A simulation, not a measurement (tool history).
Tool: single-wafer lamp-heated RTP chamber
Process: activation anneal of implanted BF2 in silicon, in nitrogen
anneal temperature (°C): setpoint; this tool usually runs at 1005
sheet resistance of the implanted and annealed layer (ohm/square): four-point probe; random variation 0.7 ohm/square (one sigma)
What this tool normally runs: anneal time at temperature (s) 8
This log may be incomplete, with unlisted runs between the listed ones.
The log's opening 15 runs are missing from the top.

run    hour  anneal temperature (°C)  anneal time at temperature (s)  wafers since the last listed run  wafers since the last pyrometer calibration  wafers since the reflector plate was cleaned  hours since the gauge calibration  read-back reference wafer on the same gauge, sheet resistance  sheet resistance of the implanted and annealed layer (ohm/square)
 16   658.7                     1015                               9                               658                                         1725                                          3344                              394.2                                                         231.87                                                             186.78
      673.8  -- reflector plate cleaned
 17   727.3                     1005                               8                               647                                         2373                                           571                              462.8                                                         232.12                                                             206.03
      764.7  -- pyrometer window cleaned and pyrometer calibrated
 18   765.2                      978                               5                               319                                            5                                           891                              500.7                                                         231.99                                                             263.94
 19   812.1                     1027                              10                               501                                          506                                          1392                              547.6                                                         231.89                                                             170.15
 20   855.4                     1026                               6                               462                                          969                                          1855                              590.9                                                         231.94                                                             186.18
 21   879.5                     1025                              12                               257                                         1227                                          2113                              615.0                                                         232.20                                                             163.06
 22   950.7                     1005                               8                               761                                         1988                                          2874                              686.2                                                         232.17                                                             205.10
      968.5  -- gauge calibrated
      977.6  -- reflector plate cleaned
 23  1013.8                      984                               6                               589                                         2577                                           386                               45.3                                                         231.80                                                             245.19
     1025.6  -- pyrometer window cleaned and pyrometer calibrated
 24  1047.2                     1005                               8                               271                                          230                                           658                               78.7                                                         232.32                                                             211.71
 25  1084.2                      983                               4                               395                                          626                                          1054                              115.7                                                         232.03                                                             261.15
 26  1132.0                     1005                               5                               511                                         1137                                          1565                              163.5                                                         231.79                                                             221.03
 27  1200.5                     1005                              10                               732                                         1869                                          2297                              232.0                                                         232.33                                                             198.45
     1262.6  -- pyrometer window cleaned and pyrometer calibrated
 28  1263.1                      990                              11                               583                                            5                                          2881                              294.6                                                         232.11                                                             221.52
 29  1305.7                     1019                               8                               455                                          460                                          3336                              337.2                                                         232.14                                                             189.51
 30  1336.9                      990                              12                               333                                          794                                          3670                              368.4                                                         231.96                                                             219.17

5 options for the next run, each taken on its own from the tool as it stands now. Forecast them:
  A  1337.3                     1005                               8                                 4                                          798                                          3674                              368.8                                                              ?                                                                  ?
  B  1337.3                     1017                              11                                 4                                          798                                          3674                              368.8                                                              ?                                                                  ?
  C  1337.3                      988                              12                                 4                                          798                                          3674                              368.8                                                              ?                                                                  ?
  D  1337.3                      982                              10                                 4                                          798                                          3674                              368.8                                                              ?                                                                  ?
  E  1337.3                     1035                               5                                 4                                          798                                          3674                              368.8                                                              ?                                                                  ?

run  read-back reference wafer on the same gauge, sheet resistance  sheet resistance of the implanted and annealed layer (ohm/square)
  A                                                         232.07                                                             208.23
  B                                                         232.07                                                             179.44
  C                                                         232.07                                                             221.52
  D                                                         232.07                                                             237.48
  E                                                         232.07                                                             181.45
The same runs, with their run-to-run variation unchanged, on a tool lacking any hidden condition would have given:
run  sheet resistance of the implanted and annealed layer (ohm/square)
  A                                                             215.02
  B                                                             186.19
  C                                                             229.43
  D                                                             245.47
  E                                                             187.27
